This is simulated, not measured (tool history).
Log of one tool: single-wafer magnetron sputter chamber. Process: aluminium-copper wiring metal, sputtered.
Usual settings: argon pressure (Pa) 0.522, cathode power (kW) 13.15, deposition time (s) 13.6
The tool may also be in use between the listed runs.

run	day	argon pressure (Pa)	cathode power (kW)	deposition time (s)	wafers since the last listed run	wafers on the sputter target	hours since the last manometer calibration	hours since the magnet pack was replaced	hours since the gauge calibration	read-back reference wafer on the same gauge, thickness_nm	mean film thickness on the monitor wafer (nm)
1	0	0.676	14.25	13.6	0	5218	2680	6017.7	608	272.974	275.998
2	0.629	0.522	12.15	13.6	418	5637	2695.1	6032.8	623.1	272.946	257.727
3	1.512	0.522	13.15	13.6	588	6225	2716.3	6054	644.3	272.913	277.73
4	2.358	0.522	14.1	13.6	563	6788	2736.6	6074.3	664.6	272.907	293.218
# day 3.338: sputter target and shields replaced
5	3.804	0.522	14.1	13.6	740	310	2771.3	6109	699.3	273.187	293.359
6	4.371	0.522	14.1	13.6	377	687	2784.9	6122.6	712.9	272.835	294.632
7	5.758	0.597	13.15	12.9	923	1611	2818.2	6155.9	746.2	273.075	253.277
8	6.375	0.522	13.15	13.6	410	2021	2833	6170.7	761	273.213	277.192
# day 6.888: capacitance manometer re-zeroed and calibrated
9	7.304	0.522	13.15	13.6	396	2418	10	6193	783.3	273.167	258.364
10	8.617	0.522	13.15	13.6	873	3291	41.5	6224.5	814.8	273.073	256.451
11	9.588	0.522	13.15	11.9	646	3938	64.8	6247.8	838.1	273.049	225.668
12	10.3	0.522	13.15	11.9	474	4412	81.9	6264.9	855.2	273.228	225.062
13	11.321	0.522	13.15	13.6	679	5091	106.4	6289.4	879.7	273.324	257.411
# day 12.317: capacitance manometer re-zeroed and calibrated, repeated, since the last time left the tool worse
14	12.358	0.522	13.15	13.6	468	5560	1	6314.3	904.6	272.958	270.906
15	13.204	0.522	14.7	16.1	563	6123	21.3	6334.6	924.9	272.811	353.109
# day 14.171: sputter target and shields replaced
16	14.192	0.446	14.45	11.9	435	13	45	6358.3	948.6	272.958	266.588
17	15.221	0.467	14.65	14.5	685	698	69.7	6383	973.3	272.811	326.98
# day 16.317: gauge calibrated
18	16.412	0.522	13.15	13.6	793	1492	98.3	6411.6	2.3	273.193	271.093
19	17.017	0.522	13.15	13.6	402	1894	112.8	6426.1	16.8	272.913	271.575
20	18.033	0.406	13.15	13.6	676	2571	137.2	6450.5	41.2	272.995	287.555
# day 18.658: magnet pack replaced
21	18.704	0.522	13.15	13.6	224	2795	153.3	1.1	57.3	273.096	272.289
22	19.771	0.414	13.15	14.5	710	3505	178.9	26.7	82.9	272.828	304.002
23	20.8	0.661	11.1	13.6	685	4190	203.6	51.4	107.6	273.205	220.069
24	22.112	0.522	14.7	16.1	873	5064	235.1	82.9	139.1	272.932	355.193
25	23.475	0.522	13.15	14.8	906	5971	267.8	115.6	171.8	273.051	295.819
26	24.662	0.415	13.15	13.6	790	6761	296.3	144.1	200.3	272.565	286.856
# day 25.3: sputter target and shields replaced
27	26.033	0.463	10.15	11.4	690	487	329.2	177	233.2	272.853	189.482
28	27.325	0.36	16.1	13.6	859	1347	360.2	208	264.2	273.002	352.835
29	28.4	0.685	13.15	15	715	2062	386	233.8	290	272.88	278.243
30	29.154	0.633	13.15	11.2	502	2564	404.1	251.9	308.1	273.352	214.39
31	30.054	0.426	11.85	10.9	599	3164	425.7	273.5	329.7	273.17	210.296
32	30.683	0.522	13.15	13.6	418	3582	440.8	288.6	344.8	272.869	273.366
33	33.429	0.403	13.15	12.2	1827	5410	506.7	354.5	410.7	272.641	259.715
34	34.096	0.522	13.15	15.7	443	5854	522.7	370.5	426.7	272.893	316.468

How the hidden state differs across the entries between the runs, from the last listed run before each to the first after it:
Between runs 4 and 5: sputter target and shields replaced (day 3.338)
  true argon pressure above the setpoint (%): -9.38 -> -9.4
  measured less the result without the state, mean film thickness on the monitor wafer (nm): +6.949 -> +6.97
Between runs 8 and 9: capacitance manometer re-zeroed and calibrated (day 6.888)
  true argon pressure above the setpoint (%): -9.44 -> 19.4
  measured less the result without the state, mean film thickness on the monitor wafer (nm): +6.614 -> -12.927
Between runs 13 and 14: capacitance manometer re-zeroed and calibrated, repeated, since the last time left the tool worse (day 12.317)
  true argon pressure above the setpoint (%): 18.2 -> -0.856
  measured less the result without the state, mean film thickness on the monitor wafer (nm): -12.11 -> +0.59
Between runs 15 and 16: sputter target and shields replaced (day 14.171)
  true argon pressure above the setpoint (%): -1.11 -> -1.4
  measured less the result without the state, mean film thickness on the monitor wafer (nm): +0.996 -> +0.828
Between runs 17 and 18: gauge calibrated (day 16.317)
  true argon pressure above the setpoint (%): -1.69 -> -2.02
  measured less the result without the state, mean film thickness on the monitor wafer (nm): +1.277 -> +1.392
Between runs 20 and 21: magnet pack replaced (day 18.658)
  true argon pressure above the setpoint (%): -2.45 -> -2.63
  measured less the result without the state, mean film thickness on the monitor wafer (nm): +1.444 -> +1.817
Between runs 26 and 27: sputter target and shields replaced (day 25.3)
  true argon pressure above the setpoint (%): -4.05 -> -4.35
  measured less the result without the state, mean film thickness on the monitor wafer (nm): +2.421 -> +1.886
